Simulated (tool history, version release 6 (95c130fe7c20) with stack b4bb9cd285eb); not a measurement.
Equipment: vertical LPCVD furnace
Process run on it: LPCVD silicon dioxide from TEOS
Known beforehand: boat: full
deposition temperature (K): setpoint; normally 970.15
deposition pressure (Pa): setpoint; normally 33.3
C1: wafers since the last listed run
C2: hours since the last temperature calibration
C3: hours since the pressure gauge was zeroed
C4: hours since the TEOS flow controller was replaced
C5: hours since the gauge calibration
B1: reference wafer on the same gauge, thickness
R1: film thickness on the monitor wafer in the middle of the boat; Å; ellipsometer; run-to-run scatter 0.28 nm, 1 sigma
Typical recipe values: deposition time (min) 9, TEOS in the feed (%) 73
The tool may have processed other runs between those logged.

Run 1, hour 0: usual settings but deposition time (min) 11; C1 0; C2 2733.1; C3 1410.8; C4 5317; C5 355.7; B1 47.11. Result: R1 751.3 Å.
Run 2, hour 24.7: usual settings but deposition time (min) 11; C1 691; C2 2757.8; C3 1435.5; C4 5341.7; C5 380.4; B1 47.07. Result: R1 760 Å.
Run 3, hour 45.4: usual settings but deposition time (min) 11; C1 579; C2 2778.5; C3 1456.2; C4 5362.4; C5 401.1; B1 47.14. Result: R1 753.6 Å.
Run 4, hour 61: usual settings but deposition temperature (K) 976.15; C1 436; C2 2794.1; C3 1471.8; C4 5378; C5 416.7; B1 47.14. Result: R1 711.2 Å.
Run 5, hour 73.1: usual settings but deposition temperature (K) 976.15; C1 338; C2 2806.2; C3 1483.9; C4 5390.1; C5 428.8; B1 47.09. Result: R1 705.7 Å.
Run 6, hour 108.9: usual settings; C1 1002; C2 2842; C3 1519.7; C4 5425.9; C5 464.6; B1 47.09. Result: R1 613.5 Å.
Run 7, hour 131.1: usual settings; C1 621; C2 2864.2; C3 1541.9; C4 5448.1; C5 486.8; B1 47.13. Result: R1 619 Å.
Run 8, hour 145.2: usual settings but deposition time (min) 7; C1 394; C2 2878.3; C3 1556; C4 5462.2; C5 500.9; B1 47.1. Result: R1 480.1 Å.
Run 9, hour 171.8: usual settings but deposition time (min) 7; C1 744; C2 2904.9; C3 1582.6; C4 5488.8; C5 527.5; B1 47.15. Result: R1 483.3 Å.
Run 10, hour 204.3: usual settings but deposition time (min) 7; C1 909; C2 2937.4; C3 1615.1; C4 5521.3; C5 560; B1 47.13. Result: R1 484.7 Å.
Run 11, hour 220.3: usual settings; C1 447; C2 2953.4; C3 1631.1; C4 5537.3; C5 576; B1 47.11. Result: R1 620.6 Å.
Run 12, hour 254.1: usual settings; C1 946; C2 2987.2; C3 1664.9; C4 5571.1; C5 609.8; B1 47.06. Result: R1 620.9 Å.
Run 13, hour 274.3: usual settings; C1 565; C2 3007.4; C3 1685.1; C4 5591.3; C5 630; B1 47.06. Result: R1 622.8 Å.
Run 14, hour 290.9: usual settings but TEOS in the feed (%) 62; C1 464; C2 3024; C3 1701.7; C4 5607.9; C5 646.6; B1 47.07. Result: R1 571 Å.
Run 15, hour 393.8: usual settings but TEOS in the feed (%) 62; C1 2880; C2 3126.9; C3 1804.6; C4 5710.8; C5 749.5; B1 47.11. Result: R1 569.1 Å.
Run 16, hour 405.8: usual settings but deposition temperature (K) 960.15, deposition pressure (Pa) 29.3, deposition time (min) 10.5, TEOS in the feed (%) 61; C1 335; C2 3138.9; C3 1816.6; C4 5722.8; C5 761.5; B1 47.06. Result: R1 488.5 Å.
Run 17, hour 429.3: usual settings but deposition pressure (Pa) 28, deposition time (min) 6; C1 657; C2 3162.4; C3 1840.1; C4 5746.3; C5 785; B1 47.21. Result: R1 377.8 Å.
At hour 456.8: thermocouples replaced and temperature profile calibrated.
Run 18, hour 457.3: usual settings but deposition pressure (Pa) 37.3; C1 111; C2 0.5; C3 1868.1; C4 5774.3; C5 813; B1 47.13. Result: R1 600.4 Å.
At hour 492.6: pressure gauge zeroed.
Run 19, hour 493.1: usual settings but deposition time (min) 5.5; C1 330; C2 36.3; C3 0.5; C4 5810.1; C5 848.8; B1 47.01. Result: R1 351.8 Å.
At hour 493.7: gauge calibrated.
Run 20, hour 502.8: usual settings but deposition temperature (K) 961.15; C1 271; C2 46; C3 10.2; C4 5819.8; C5 9.1; B1 47.12. Result: R1 460.2 Å.
Run 21, hour 528.7: usual settings but deposition temperature (K) 979.15, deposition pressure (Pa) 28, TEOS in the feed (%) 61; C1 724; C2 71.9; C3 36.1; C4 5845.7; C5 35; B1 47.13. Result: R1 587.8 Å.
At hour 565.4: TEOS flow controller replaced.
Run 22, hour 565.9: usual settings but deposition time (min) 10.5; C1 369; C2 109.1; C3 73.3; C4 0.5; C5 72.2; B1 47.03. Result: R1 666.6 Å.
Run 23, hour 575.1: usual settings; C1 257; C2 118.3; C3 82.5; C4 9.7; C5 81.4; B1 47.07. Result: R1 575 Å.
Run 24, hour 601.8: usual settings but TEOS in the feed (%) 62; C1 747; C2 145; C3 109.2; C4 36.4; C5 108.1; B1 47.14. Result: R1 527.8 Å.
Run 25, hour 626.1: usual settings but deposition time (min) 5.5, TEOS in the feed (%) 67; C1 680; C2 169.3; C3 133.5; C4 60.7; C5 132.4; B1 47.1. Result: R1 337.1 Å.
Run 26, hour 656.3: usual settings but deposition pressure (Pa) 36, TEOS in the feed (%) 66; C1 845; C2 199.5; C3 163.7; C4 90.9; C5 162.6; B1 47.13. Result: R1 570.5 Å.
Run 27, hour 674.3: usual settings; C1 503; C2 217.5; C3 181.7; C4 108.9; C5 180.6; B1 47.13. Result: R1 576.8 Å.
Run 28, hour 696.2: usual settings but deposition pressure (Pa) 41.3, deposition time (min) 7; C1 612; C2 239.4; C3 203.6; C4 130.8; C5 202.5; B1 47.02. Result: R1 501.8 Å.
Run 29, hour 714.5: usual settings but deposition pressure (Pa) 26, deposition time (min) 6.5, TEOS in the feed (%) 83; C1 512; C2 257.7; C3 221.9; C4 149.1; C5 220.8; B1 47.05. Result: R1 395.7 Å.
Run 30, hour 736: usual settings but deposition temperature (K) 975.15, deposition pressure (Pa) 29.3, deposition time (min) 5.5, TEOS in the feed (%) 83; C1 601; C2 279.2; C3 243.4; C4 170.6; C5 242.3; B1 47.04. Result: R1 397.3 Å.
Run 31, hour 769: usual settings; C1 923; C2 312.2; C3 276.4; C4 203.6; C5 275.3; B1 47.11. Result: R1 581.1 Å.

Each row is a separate what-if for the run after 31, all from the same tool condition, not one after another. Results?
Run A, hour 772.4: usual settings; C1 95; C2 315.6; C3 279.8; C4 207; C5 278.7; B1 ?. Result: R1 ?.
Run B, hour 772.4: usual settings but deposition pressure (Pa) 36.7; C1 95; C2 315.6; C3 279.8; C4 207; C5 278.7; B1 ?. Result: R1 ?.
Run C, hour 772.4: usual settings but deposition pressure (Pa) 26; C1 95; C2 315.6; C3 279.8; C4 207; C5 278.7; B1 ?. Result: R1 ?.

run     B1     R1
  A  47.16  576.1
  B  47.16  604.2
  C  47.16  508.8
The same runs, with their run-to-run variation unchanged, on a tool lacking any hidden condition would have given:
run     R1
  A  560.8
  B  588.2
  C  495.3
